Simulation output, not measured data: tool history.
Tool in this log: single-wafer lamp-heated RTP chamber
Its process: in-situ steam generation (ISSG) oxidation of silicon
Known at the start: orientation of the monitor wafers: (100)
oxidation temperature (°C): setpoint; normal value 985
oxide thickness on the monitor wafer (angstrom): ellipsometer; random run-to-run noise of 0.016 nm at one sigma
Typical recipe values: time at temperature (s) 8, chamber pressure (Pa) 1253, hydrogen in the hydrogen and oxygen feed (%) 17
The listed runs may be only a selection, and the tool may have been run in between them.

run	hour	oxidation temperature (°C)	time at temperature (s)	chamber pressure (Pa)	hydrogen in the hydrogen and oxygen feed (%)	read-back reference wafer on the same gauge, thickness	oxide thickness on the monitor wafer (angstrom)
1	0	1000	8	1253	17	2.852	30.55
2	99.4	1000	8	1253	17	2.843	30.44
3	163.4	1000	8	1253	17	2.84	30.35
4	266.6	985	8	1253	17	2.839	29.45
# hour 313.9: pyrometer window cleaned and pyrometer calibrated
5	356.5	985	8	1253	23	2.836	31.33
6	436.2	985	8	1253	17	2.834	29.33
7	488.7	985	8	1253	17	2.832	29.17
8	546.4	985	8	1253	17	2.829	28.92
9	638.6	985	8	1253	12	2.831	26.91
10	725.4	985	8	1253	12	2.823	27.06
11	801.9	985	8	1253	14	2.825	27.47
# hour 823.3: pyrometer window cleaned and pyrometer calibrated
12	895.8	985	8	1253	14	2.823	27.81
13	939.1	985	8	1253	17	2.822	29.12
14	1097.2	985	9	1253	17	2.822	30.17
15	1133.9	985	8	1093	13	2.821	27.9
16	1209.2	972	10	1253	24	2.818	33.29
# hour 1266.7: gauge calibrated
17	1304.9	985	8	1093	17	2.98	30.74
# hour 1336.1: pyrometer window cleaned and pyrometer calibrated
# hour 1343.9: pressure gauge zeroed
18	1533.7	985	8	1253	17	2.939	30.39
19	1618.1	1004	8	1080	22	2.927	34.39
20	1670.2	985	8	1093	20	2.922	31.88
# hour 1737.3: hydrogen flow controller replaced
21	1749.6	985	8	1147	11	2.912	27.4
# hour 1798.5: pyrometer window cleaned and pyrometer calibrated
22	1854.1	1003	7	1253	24	2.898	32.44
23	1916.8	985	8	1253	17	2.887	29.99
24	2021.3	1001	10	1253	22	2.884	36.27
25	2079	1001	11	1147	13	2.878	33.82
# hour 2236.4: pyrometer window cleaned and pyrometer calibrated
26	2290.8	985	6	1253	17	2.861	26.41

What if the next run were any one of these 4? Each begins from the tool's condition after run 26:
A	2291.3	985	10	1253	17	?	?
B	2291.3	985	9	1253	11	?	?
C	2291.3	985	8	1347	17	?	?
D	2291.3	985	8	1253	11	?	?

run	read-back reference wafer on the same gauge, thickness	oxide thickness on the monitor wafer (angstrom)
A	2.859	32.57
B	2.859	28.22
C	2.859	29.4
D	2.859	26.87
Take away the tool's hidden state, keep each run's random variation, and the runs would have read:
run	oxide thickness on the monitor wafer (angstrom)
A	34.14
B	29.58
C	30.82
D	28.17
